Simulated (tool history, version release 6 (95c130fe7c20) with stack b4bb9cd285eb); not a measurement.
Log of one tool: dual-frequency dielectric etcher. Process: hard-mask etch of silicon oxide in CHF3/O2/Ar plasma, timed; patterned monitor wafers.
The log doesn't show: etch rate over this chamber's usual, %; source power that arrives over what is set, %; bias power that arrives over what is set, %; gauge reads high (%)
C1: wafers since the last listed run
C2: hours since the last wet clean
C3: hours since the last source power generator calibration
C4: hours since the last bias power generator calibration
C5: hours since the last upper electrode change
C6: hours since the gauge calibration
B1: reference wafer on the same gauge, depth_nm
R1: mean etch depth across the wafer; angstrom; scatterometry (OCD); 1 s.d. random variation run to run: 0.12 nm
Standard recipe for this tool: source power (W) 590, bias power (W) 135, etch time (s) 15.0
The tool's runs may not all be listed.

Run 1, day 0.000: usual settings; C1 0; C2 56.2; C3 1555.7; C4 1281.8; C5 3150.3; C6 842.3; B1 21.55. Result: R1 258.6 angstrom.
Run 2, day 2.475: usual settings; C1 626; C2 115.6; C3 1615.1; C4 1341.2; C5 3209.7; C6 901.7; B1 21.58. Result: R1 259.4 angstrom.
Run 3, day 5.825: usual settings; C1 848; C2 196.0; C3 1695.5; C4 1421.6; C5 3290.1; C6 982.1; B1 21.61. Result: R1 260.7 angstrom.
Run 4, day 16.392: usual settings; C1 2675; C2 449.6; C3 1949.1; C4 1675.2; C5 3543.7; C6 1235.7; B1 21.66. Result: R1 264.5 angstrom.
Run 5, day 18.904: usual settings; C1 636; C2 509.9; C3 2009.4; C4 1735.5; C5 3604.0; C6 1296.0; B1 21.57. Result: R1 263.9 angstrom.
Run 6, day 23.367: usual settings; C1 1129; C2 617.0; C3 2116.5; C4 1842.6; C5 3711.1; C6 1403.1; B1 21.56. Result: R1 265.7 angstrom.
At day 23.988: gauge calibrated.
At day 24.592: wet clean of the chamber.
Run 7, day 27.633: usual settings; C1 827; C2 73.0; C3 2218.9; C4 1945.0; C5 3813.5; C6 87.5; B1 21.64. Result: R1 260.0 angstrom.
Run 8, day 30.850: usual settings; C1 814; C2 150.2; C3 2296.1; C4 2022.2; C5 3890.7; C6 164.7; B1 21.54. Result: R1 259.6 angstrom.
At day 31.117: source power generator calibrated.
Run 9, day 35.088: usual settings; C1 1030; C2 251.9; C3 95.3; C4 2123.9; C5 3992.4; C6 266.4; B1 21.62. Result: R1 261.4 angstrom.
Run 10, day 38.742: usual settings but source power (W) 630; C1 925; C2 339.6; C3 183.0; C4 2211.6; C5 4080.1; C6 354.1; B1 21.54. Result: R1 268.7 angstrom.
Run 11, day 41.183: usual settings but etch time (s) 13.0; C1 618; C2 398.2; C3 241.6; C4 2270.2; C5 4138.7; C6 412.7; B1 21.58. Result: R1 227.3 angstrom.
Run 12, day 44.667: usual settings but source power (W) 710, etch time (s) 19.0; C1 881; C2 481.8; C3 325.2; C4 2353.8; C5 4222.3; C6 496.3; B1 21.60. Result: R1 352.1 angstrom.
Run 13, day 46.446: usual settings; C1 450; C2 524.5; C3 367.9; C4 2396.5; C5 4265.0; C6 539.0; B1 21.57. Result: R1 263.7 angstrom.
Run 14, day 48.296: usual settings but etch time (s) 18.0; C1 468; C2 568.9; C3 412.3; C4 2440.9; C5 4309.4; C6 583.4; B1 21.57. Result: R1 315.5 angstrom.
At day 49.533: wet clean of the chamber.
At day 50.296: upper electrode replaced, of another model than before.
At day 57.992: bias power generator calibrated.
Run 15, day 61.446: usual settings but source power (W) 550, bias power (W) 126, etch time (s) 11.5; C1 2839; C2 285.9; C3 727.9; C4 82.9; C5 267.6; C6 899.0; B1 21.58. Result: R1 190.5 angstrom.
Run 16, day 64.704: usual settings but bias power (W) 151; C1 824; C2 364.1; C3 806.1; C4 161.1; C5 345.8; C6 977.2; B1 21.58. Result: R1 265.0 angstrom.
Run 17, day 68.233: usual settings but bias power (W) 117; C1 893; C2 448.8; C3 890.8; C4 245.8; C5 430.5; C6 1061.9; B1 21.59. Result: R1 259.7 angstrom.
Run 18, day 70.883: usual settings; C1 670; C2 512.4; C3 954.4; C4 309.4; C5 494.1; C6 1125.5; B1 21.56. Result: R1 263.3 angstrom.
Run 19, day 74.654: usual settings but bias power (W) 107; C1 954; C2 602.9; C3 1044.9; C4 399.9; C5 584.6; C6 1216.0; B1 21.58. Result: R1 256.7 angstrom.
Run 20, day 77.621: usual settings; C1 751; C2 674.1; C3 1116.1; C4 471.1; C5 655.8; C6 1287.2; B1 21.61. Result: R1 266.4 angstrom.

Hidden state or all else? Some run-to-run changes of R1, split into what the settings, what came in and random variation would give without the hidden state, and what is left for the hidden state (with any gauge scatter that isn't in both results):
Run 6 -> 7: gauge calibrated, wet clean of the chamber. R1 -5.7 angstrom: hidden state -5.9, all else +0.2.
Run 11 -> 12: source power (W) 590 -> 710, etch time (s) 13.0 -> 19.0. R1 +124.8 angstrom: hidden state +2.5, all else +122.3.
Run 14 -> 15: source power (W) 590 -> 550, bias power (W) 135 -> 126, etch time (s) 18.0 -> 11.5, wet clean of the chamber, upper electrode replaced, of another model than before, bias power generator calibrated. R1 -125.0 angstrom: hidden state -3.9, all else -121.1.

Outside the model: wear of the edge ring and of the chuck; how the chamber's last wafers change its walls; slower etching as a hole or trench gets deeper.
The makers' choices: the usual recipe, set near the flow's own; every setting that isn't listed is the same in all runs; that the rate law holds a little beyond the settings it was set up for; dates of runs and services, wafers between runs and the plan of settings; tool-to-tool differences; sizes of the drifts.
